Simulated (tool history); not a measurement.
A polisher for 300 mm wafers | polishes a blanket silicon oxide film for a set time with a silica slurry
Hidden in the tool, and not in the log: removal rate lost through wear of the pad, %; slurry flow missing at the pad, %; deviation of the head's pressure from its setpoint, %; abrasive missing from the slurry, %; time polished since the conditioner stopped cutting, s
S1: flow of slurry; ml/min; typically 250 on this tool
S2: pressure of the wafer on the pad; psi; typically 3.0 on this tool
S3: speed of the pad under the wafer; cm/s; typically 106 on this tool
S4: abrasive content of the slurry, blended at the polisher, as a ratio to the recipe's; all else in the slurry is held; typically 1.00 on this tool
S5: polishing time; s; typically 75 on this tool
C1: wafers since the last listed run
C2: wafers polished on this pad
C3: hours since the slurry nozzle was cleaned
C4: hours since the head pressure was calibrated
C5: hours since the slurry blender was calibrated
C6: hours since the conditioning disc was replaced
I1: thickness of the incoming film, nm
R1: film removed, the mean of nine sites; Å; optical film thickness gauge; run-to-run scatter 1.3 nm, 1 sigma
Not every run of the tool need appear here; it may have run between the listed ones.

{"run": 1, "day": 0.0, "S1": 250, "S2": 3.0, "S3": 90, "S4": 1.0, "S5": 75, "C1": 0, "C2": 801, "C3": 58.4, "C4": 30.2, "C5": 41.4, "C6": 190.9, "I1": 1684.5, "R1": 1225}
{"day": 1.396, "done": "conditioning disc replaced and pad reconditioned"}
{"run": 2, "day": 1.417, "S1": 250, "S2": 3.0, "S3": 106, "S4": 1.2, "S5": 94, "C1": 247, "C2": 1049, "C3": 92.4, "C4": 64.2, "C5": 75.4, "C6": 0.5, "I1": 1663.6, "R1": 1974}
{"run": 3, "day": 2.117, "S1": 250, "S2": 3.6, "S3": 106, "S4": 1.0, "S5": 75, "C1": 129, "C2": 1178, "C3": 109.2, "C4": 81.0, "C5": 92.2, "C6": 17.3, "I1": 1707.8, "R1": 1541}
{"run": 4, "day": 3.25, "S1": 250, "S2": 3.0, "S3": 106, "S4": 1.0, "S5": 75, "C1": 210, "C2": 1388, "C3": 136.4, "C4": 108.2, "C5": 119.4, "C6": 44.5, "I1": 1679.1, "R1": 1364}
{"run": 5, "day": 4.462, "S1": 320, "S2": 2.1, "S3": 106, "S4": 1.2, "S5": 96, "C1": 224, "C2": 1613, "C3": 165.5, "C4": 137.3, "C5": 148.5, "C6": 73.6, "I1": 1700.0, "R1": 1667}
{"run": 6, "day": 5.146, "S1": 205, "S2": 3.4, "S3": 138, "S4": 1.0, "S5": 58, "C1": 126, "C2": 1740, "C3": 181.9, "C4": 153.7, "C5": 164.9, "C6": 90.0, "I1": 1690.5, "R1": 1363}
{"day": 6.808, "done": "worn pad replaced by a new one"}
{"day": 7.188, "done": "slurry nozzle cleaned"}
{"run": 7, "day": 7.433, "S1": 195, "S2": 3.4, "S3": 130, "S4": 1.2, "S5": 75, "C1": 385, "C2": 108, "C3": 5.9, "C4": 208.6, "C5": 219.8, "C6": 144.9, "I1": 1668.7, "R1": 1865}
{"day": 7.567, "done": "slurry blender recalibrated"}
{"run": 8, "day": 8.371, "S1": 250, "S2": 3.0, "S3": 106, "S4": 0.7, "S5": 75, "C1": 158, "C2": 266, "C3": 28.4, "C4": 231.1, "C5": 19.3, "C6": 167.4, "I1": 1669.7, "R1": 1000}
{"run": 9, "day": 9.288, "S1": 310, "S2": 3.0, "S3": 106, "S4": 1.25, "S5": 75, "C1": 169, "C2": 436, "C3": 50.4, "C4": 253.1, "C5": 41.3, "C6": 189.4, "I1": 1712.7, "R1": 1604}
{"run": 10, "day": 9.95, "S1": 250, "S2": 3.0, "S3": 106, "S4": 1.0, "S5": 75, "C1": 122, "C2": 559, "C3": 66.3, "C4": 269.0, "C5": 57.2, "C6": 205.3, "I1": 1676.8, "R1": 1373}
{"run": 11, "day": 10.712, "S1": 210, "S2": 3.7, "S3": 106, "S4": 1.0, "S5": 75, "C1": 141, "C2": 700, "C3": 84.6, "C4": 287.3, "C5": 75.5, "C6": 223.6, "I1": 1685.1, "R1": 1542}
{"run": 12, "day": 12.067, "S1": 205, "S2": 3.0, "S3": 106, "S4": 1.0, "S5": 75, "C1": 250, "C2": 951, "C3": 117.1, "C4": 319.8, "C5": 108.0, "C6": 256.1, "I1": 1682.0, "R1": 1334}
{"day": 12.246, "done": "conditioning disc replaced and pad reconditioned"}
{"run": 13, "day": 12.725, "S1": 300, "S2": 3.0, "S3": 106, "S4": 1.0, "S5": 75, "C1": 106, "C2": 1057, "C3": 132.9, "C4": 335.6, "C5": 123.8, "C6": 11.5, "I1": 1681.1, "R1": 1400}
{"run": 14, "day": 13.462, "S1": 250, "S2": 3.0, "S3": 106, "S4": 1.0, "S5": 89, "C1": 136, "C2": 1194, "C3": 150.6, "C4": 353.3, "C5": 141.5, "C6": 29.2, "I1": 1708.5, "R1": 1615}
{"run": 15, "day": 14.275, "S1": 210, "S2": 3.0, "S3": 106, "S4": 0.8, "S5": 94, "C1": 150, "C2": 1345, "C3": 170.1, "C4": 372.8, "C5": 161.0, "C6": 48.7, "I1": 1683.7, "R1": 1439}
{"day": 14.379, "done": "head pressure recalibrated"}
{"run": 16, "day": 15.396, "S1": 250, "S2": 2.0, "S3": 106, "S4": 1.2, "S5": 58, "C1": 192, "C2": 1537, "C3": 197.0, "C4": 24.4, "C5": 187.9, "C6": 75.6, "I1": 1679.3, "R1": 954}
{"run": 17, "day": 15.996, "S1": 210, "S2": 4.0, "S3": 106, "S4": 1.25, "S5": 75, "C1": 111, "C2": 1648, "C3": 211.4, "C4": 38.8, "C5": 202.3, "C6": 90.0, "I1": 1674.2, "R1": 1849}
{"day": 16.579, "done": "worn pad replaced by a new one"}
{"day": 17.167, "done": "slurry nozzle cleaned"}
{"run": 18, "day": 17.238, "S1": 250, "S2": 3.0, "S3": 106, "S4": 1.0, "S5": 75, "C1": 191, "C2": 114, "C3": 1.7, "C4": 68.6, "C5": 232.1, "C6": 119.8, "I1": 1684.6, "R1": 1355}
{"run": 19, "day": 18.004, "S1": 330, "S2": 2.5, "S3": 106, "S4": 1.0, "S5": 75, "C1": 142, "C2": 256, "C3": 20.1, "C4": 87.0, "C5": 250.5, "C6": 138.2, "I1": 1701.3, "R1": 1282}
{"run": 20, "day": 18.929, "S1": 250, "S2": 3.0, "S3": 106, "S4": 1.0, "S5": 75, "C1": 171, "C2": 427, "C3": 42.3, "C4": 109.2, "C5": 272.7, "C6": 160.4, "I1": 1672.3, "R1": 1366}
{"day": 19.692, "done": "slurry blender recalibrated"}
{"run": 21, "day": 19.712, "S1": 250, "S2": 2.1, "S3": 106, "S4": 0.85, "S5": 75, "C1": 129, "C2": 557, "C3": 61.1, "C4": 128.0, "C5": 0.5, "C6": 179.2, "I1": 1696.1, "R1": 995}
{"run": 22, "day": 20.388, "S1": 250, "S2": 3.0, "S3": 106, "S4": 1.0, "S5": 75, "C1": 125, "C2": 682, "C3": 77.3, "C4": 144.2, "C5": 16.7, "C6": 195.4, "I1": 1680.8, "R1": 1379}
{"run": 23, "day": 21.588, "S1": 250, "S2": 3.0, "S3": 106, "S4": 1.0, "S5": 75, "C1": 222, "C2": 905, "C3": 106.1, "C4": 173.0, "C5": 45.5, "C6": 224.2, "I1": 1667.9, "R1": 1357}
{"run": 24, "day": 22.933, "S1": 320, "S2": 3.0, "S3": 106, "S4": 1.0, "S5": 75, "C1": 249, "C2": 1154, "C3": 138.4, "C4": 205.3, "C5": 77.8, "C6": 256.5, "I1": 1657.3, "R1": 1430}

Below are 5 alternative next runs, each starting from the tool's condition after run 24. Predict each:
{"run": "A", "day": 22.95, "S1": 250, "S2": 3.0, "S3": 72, "S4": 1.0, "S5": 75, "C1": 3, "C2": 1157, "C3": 138.8, "C4": 205.7, "C5": 78.2, "C6": 256.9, "I1": 1689.5, "R1": "?"}
{"run": "B", "day": 22.95, "S1": 250, "S2": 3.0, "S3": 106, "S4": 0.8, "S5": 75, "C1": 3, "C2": 1157, "C3": 138.8, "C4": 205.7, "C5": 78.2, "C6": 256.9, "I1": 1689.5, "R1": "?"}
{"run": "C", "day": 22.95, "S1": 285, "S2": 3.0, "S3": 106, "S4": 0.85, "S5": 75, "C1": 3, "C2": 1157, "C3": 138.8, "C4": 205.7, "C5": 78.2, "C6": 256.9, "I1": 1689.5, "R1": "?"}
{"run": "D", "day": 22.95, "S1": 170, "S2": 3.0, "S3": 106, "S4": 1.0, "S5": 95, "C1": 3, "C2": 1157, "C3": 138.8, "C4": 205.7, "C5": 78.2, "C6": 256.9, "I1": 1689.5, "R1": "?"}
{"run": "E", "day": 22.95, "S1": 250, "S2": 3.0, "S3": 136, "S4": 1.0, "S5": 75, "C1": 3, "C2": 1157, "C3": 138.8, "C4": 205.7, "C5": 78.2, "C6": 256.9, "I1": 1689.5, "R1": "?"}

run=A R1=1044
run=B R1=1160
run=C R1=1236
run=D R1=1680
run=E R1=1660
The same runs, with their run-to-run variation unchanged, on a tool lacking any hidden condition would have given:
run=A R1=1044
run=B R1=1160
run=C R1=1236
run=D R1=1680
run=E R1=1660

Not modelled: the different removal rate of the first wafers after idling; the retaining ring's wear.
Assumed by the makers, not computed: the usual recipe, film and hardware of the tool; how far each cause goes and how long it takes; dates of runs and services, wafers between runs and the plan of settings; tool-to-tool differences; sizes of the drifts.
